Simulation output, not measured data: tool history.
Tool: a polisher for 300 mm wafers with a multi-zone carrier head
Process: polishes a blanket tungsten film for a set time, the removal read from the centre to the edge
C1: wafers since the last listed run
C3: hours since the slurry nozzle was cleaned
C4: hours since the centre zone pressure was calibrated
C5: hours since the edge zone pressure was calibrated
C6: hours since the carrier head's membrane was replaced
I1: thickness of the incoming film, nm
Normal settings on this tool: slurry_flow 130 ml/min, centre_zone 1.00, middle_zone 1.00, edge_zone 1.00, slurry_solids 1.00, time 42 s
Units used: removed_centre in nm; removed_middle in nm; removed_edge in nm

{"run": 1, "day": 0.0, "slurry_flow": 130, "centre_zone": 1.0, "middle_zone": 1.0, "edge_zone": 0.92, "slurry_solids": 1.1, "time": 28, "C1": 0, "wafers polished on this pad": 7, "C3": 127.2, "C4": 937.8, "C5": 746.4, "C6": 677.7, "I1": 792.5, "removed_centre": 178.5, "removed_middle": 156.1, "removed_edge": 151.7}
{"run": 2, "day": 0.5, "slurry_flow": 130, "centre_zone": 1.0, "middle_zone": 1.0, "edge_zone": 1.0, "slurry_solids": 1.0, "time": 42, "C1": 171, "wafers polished on this pad": 179, "C3": 139.2, "C4": 949.8, "C5": 758.4, "C6": 689.7, "I1": 795.6, "removed_centre": 260.2, "removed_middle": 227.1, "removed_edge": 230.1}
{"day": 0.646, "done": "edge zone pressure recalibrated"}
{"run": 3, "day": 0.862, "slurry_flow": 130, "centre_zone": 0.97, "middle_zone": 1.0, "edge_zone": 1.0, "slurry_solids": 1.0, "time": 42, "C1": 95, "wafers polished on this pad": 275, "C3": 147.9, "C4": 958.5, "C5": 5.2, "C6": 698.4, "I1": 804.9, "removed_centre": 248.5, "removed_middle": 229.5, "removed_edge": 236.9}
{"run": 4, "day": 1.367, "slurry_flow": 160, "centre_zone": 1.1, "middle_zone": 1.0, "edge_zone": 1.0, "slurry_solids": 0.75, "time": 29, "C1": 173, "wafers polished on this pad": 448, "C3": 160.0, "C4": 970.6, "C5": 17.3, "C6": 710.5, "I1": 803.7, "removed_centre": 192.2, "removed_middle": 148.3, "removed_edge": 152.7}
{"run": 5, "day": 1.925, "slurry_flow": 130, "centre_zone": 1.0, "middle_zone": 1.06, "edge_zone": 1.0, "slurry_solids": 1.0, "time": 42, "C1": 191, "wafers polished on this pad": 640, "C3": 173.4, "C4": 984.0, "C5": 30.7, "C6": 723.9, "I1": 806.5, "removed_centre": 261.0, "removed_middle": 234.1, "removed_edge": 232.1}
{"day": 2.225, "done": "centre zone pressure recalibrated"}
{"run": 6, "day": 2.246, "slurry_flow": 130, "centre_zone": 1.0, "middle_zone": 1.0, "edge_zone": 1.0, "slurry_solids": 1.0, "time": 42, "C1": 81, "wafers polished on this pad": 722, "C3": 181.1, "C4": 0.5, "C5": 38.4, "C6": 731.6, "I1": 793.0, "removed_centre": 229.0, "removed_middle": 229.5, "removed_edge": 234.4}
{"run": 7, "day": 2.525, "slurry_flow": 130, "centre_zone": 1.04, "middle_zone": 1.09, "edge_zone": 1.0, "slurry_solids": 0.85, "time": 42, "C1": 95, "wafers polished on this pad": 818, "C3": 187.8, "C4": 7.2, "C5": 45.1, "C6": 738.3, "I1": 797.8, "removed_centre": 229.5, "removed_middle": 233.6, "removed_edge": 223.5}
{"day": 3.025, "done": "carrier head's membrane replaced by a new one"}
{"run": 8, "day": 3.1, "slurry_flow": 130, "centre_zone": 1.0, "middle_zone": 1.0, "edge_zone": 1.08, "slurry_solids": 1.0, "time": 47, "C1": 126, "wafers polished on this pad": 944, "C3": 201.6, "C4": 21.0, "C5": 58.9, "C6": 1.8, "I1": 802.2, "removed_centre": 258.9, "removed_middle": 253.1, "removed_edge": 271.2}
{"run": 9, "day": 3.55, "slurry_flow": 130, "centre_zone": 1.0, "middle_zone": 1.0, "edge_zone": 1.0, "slurry_solids": 1.0, "time": 42, "C1": 154, "wafers polished on this pad": 1098, "C3": 212.4, "C4": 31.8, "C5": 69.7, "C6": 12.6, "I1": 806.5, "removed_centre": 233.6, "removed_middle": 229.4, "removed_edge": 234.9}
{"day": 4.017, "done": "worn pad replaced by a new one"}
{"run": 10, "day": 4.038, "slurry_flow": 110, "centre_zone": 1.0, "middle_zone": 1.0, "edge_zone": 1.0, "slurry_solids": 1.0, "time": 42, "C1": 110, "wafers polished on this pad": 7, "C3": 224.1, "C4": 43.5, "C5": 81.4, "C6": 24.3, "I1": 811.0, "removed_centre": 216.9, "removed_middle": 218.3, "removed_edge": 231.2}
{"run": 11, "day": 4.308, "slurry_flow": 130, "centre_zone": 1.07, "middle_zone": 1.1, "edge_zone": 0.89, "slurry_solids": 0.9, "time": 42, "C1": 93, "wafers polished on this pad": 100, "C3": 230.6, "C4": 50.0, "C5": 87.9, "C6": 30.8, "I1": 792.8, "removed_centre": 239.7, "removed_middle": 235.3, "removed_edge": 214.5}
{"day": 4.496, "done": "slurry nozzle cleaned"}
{"run": 12, "day": 4.771, "slurry_flow": 130, "centre_zone": 1.0, "middle_zone": 1.04, "edge_zone": 1.0, "slurry_solids": 1.0, "time": 29, "C1": 144, "wafers polished on this pad": 245, "C3": 6.6, "C4": 61.1, "C5": 99.0, "C6": 41.9, "I1": 793.5, "removed_centre": 158.4, "removed_middle": 160.7, "removed_edge": 161.3}
{"run": 13, "day": 5.4, "slurry_flow": 130, "centre_zone": 1.0, "middle_zone": 0.93, "edge_zone": 1.0, "slurry_solids": 1.0, "time": 42, "C1": 216, "wafers polished on this pad": 461, "C3": 21.7, "C4": 76.2, "C5": 114.1, "C6": 57.0, "I1": 801.8, "removed_centre": 232.3, "removed_middle": 214.3, "removed_edge": 232.6}
{"run": 14, "day": 5.838, "slurry_flow": 130, "centre_zone": 1.1, "middle_zone": 1.0, "edge_zone": 1.0, "slurry_solids": 1.3, "time": 42, "C1": 150, "wafers polished on this pad": 612, "C3": 32.2, "C4": 86.7, "C5": 124.6, "C6": 67.5, "I1": 793.1, "removed_centre": 274.6, "removed_middle": 243.8, "removed_edge": 250.7}
{"run": 15, "day": 6.442, "slurry_flow": 130, "centre_zone": 1.0, "middle_zone": 0.9, "edge_zone": 1.0, "slurry_solids": 1.0, "time": 42, "C1": 207, "wafers polished on this pad": 820, "C3": 46.7, "C4": 101.2, "C5": 139.1, "C6": 82.0, "I1": 795.6, "removed_centre": 231.7, "removed_middle": 205.5, "removed_edge": 232.1}
{"run": 16, "day": 7.192, "slurry_flow": 155, "centre_zone": 1.0, "middle_zone": 1.0, "edge_zone": 1.0, "slurry_solids": 1.15, "time": 53, "C1": 257, "wafers polished on this pad": 1077, "C3": 64.7, "C4": 119.2, "C5": 157.1, "C6": 100.0, "I1": 795.1, "removed_centre": 325.4, "removed_middle": 311.8, "removed_edge": 313.3}
{"run": 17, "day": 7.742, "slurry_flow": 170, "centre_zone": 1.0, "middle_zone": 1.0, "edge_zone": 1.0, "slurry_solids": 1.0, "time": 52, "C1": 189, "wafers polished on this pad": 1267, "C3": 77.9, "C4": 132.4, "C5": 170.3, "C6": 113.2, "I1": 794.1, "removed_centre": 306.8, "removed_middle": 296.7, "removed_edge": 303.5}
{"run": 18, "day": 8.158, "slurry_flow": 130, "centre_zone": 1.11, "middle_zone": 0.91, "edge_zone": 1.0, "slurry_solids": 0.9, "time": 42, "C1": 143, "wafers polished on this pad": 1410, "C3": 87.9, "C4": 142.4, "C5": 180.3, "C6": 123.2, "I1": 795.4, "removed_centre": 254.9, "removed_middle": 204.6, "removed_edge": 224.5}
{"day": 8.796, "done": "worn pad replaced by a new one"}
{"run": 19, "day": 8.867, "slurry_flow": 130, "centre_zone": 1.0, "middle_zone": 1.0, "edge_zone": 1.0, "slurry_solids": 1.0, "time": 42, "C1": 186, "wafers polished on this pad": 23, "C3": 104.9, "C4": 159.4, "C5": 197.3, "C6": 140.2, "I1": 797.3, "removed_centre": 230.9, "removed_middle": 225.1, "removed_edge": 234.9}
{"run": 20, "day": 9.412, "slurry_flow": 145, "centre_zone": 1.1, "middle_zone": 1.0, "edge_zone": 1.0, "slurry_solids": 1.0, "time": 55, "C1": 187, "wafers polished on this pad": 211, "C3": 118.0, "C4": 172.5, "C5": 210.4, "C6": 153.3, "I1": 792.6, "removed_centre": 342.6, "removed_middle": 301.8, "removed_edge": 309.2}
{"run": 21, "day": 9.958, "slurry_flow": 130, "centre_zone": 1.0, "middle_zone": 1.0, "edge_zone": 1.0, "slurry_solids": 1.0, "time": 42, "C1": 187, "wafers polished on this pad": 399, "C3": 131.1, "C4": 185.6, "C5": 223.5, "C6": 166.4, "I1": 809.9, "removed_centre": 227.1, "removed_middle": 229.4, "removed_edge": 235.6}

Hidden state at the last listed run before each entry between runs and at the first one after, where it differs:
Run 2 -> run 3: edge zone pressure recalibrated (day 0.646)
  deviation of the centre zone's pressure from its setpoint, %: 9.67 -> 9.84
  measured result minus the result with no hidden state, removed_centre: +23.1 -> +22.5 nm
Run 5 -> run 6: centre zone pressure recalibrated (day 2.225)
  deviation of the centre zone's pressure from its setpoint, %: 10.3 -> -1.18
  measured result minus the result with no hidden state, removed_centre: +24.7 -> -2.7 nm
Run 7 -> run 8: carrier head's membrane replaced by a new one (day 3.025)
  deviation of the centre zone's pressure from its setpoint, %: -1.18 -> -1.17
  measured result minus the result with no hidden state, removed_centre: -2.8 -> -3.1 nm
Run 9 -> run 10: worn pad replaced by a new one (day 4.017)
  deviation of the centre zone's pressure from its setpoint, %: -1.17 -> -1.16
  measured result minus the result with no hidden state, removed_centre: -2.8 -> -2.5 nm
Run 11 -> run 12: slurry nozzle cleaned (day 4.496)
  deviation of the centre zone's pressure from its setpoint, %: -1.15 -> -1.14
  measured result minus the result with no hidden state, removed_centre: -2.8 -> -1.8 nm
Run 18 -> run 19: worn pad replaced by a new one (day 8.796)
  deviation of the centre zone's pressure from its setpoint, %: -0.97 -> -0.918
  measured result minus the result with no hidden state, removed_centre: -2.4 -> -2.2 nm

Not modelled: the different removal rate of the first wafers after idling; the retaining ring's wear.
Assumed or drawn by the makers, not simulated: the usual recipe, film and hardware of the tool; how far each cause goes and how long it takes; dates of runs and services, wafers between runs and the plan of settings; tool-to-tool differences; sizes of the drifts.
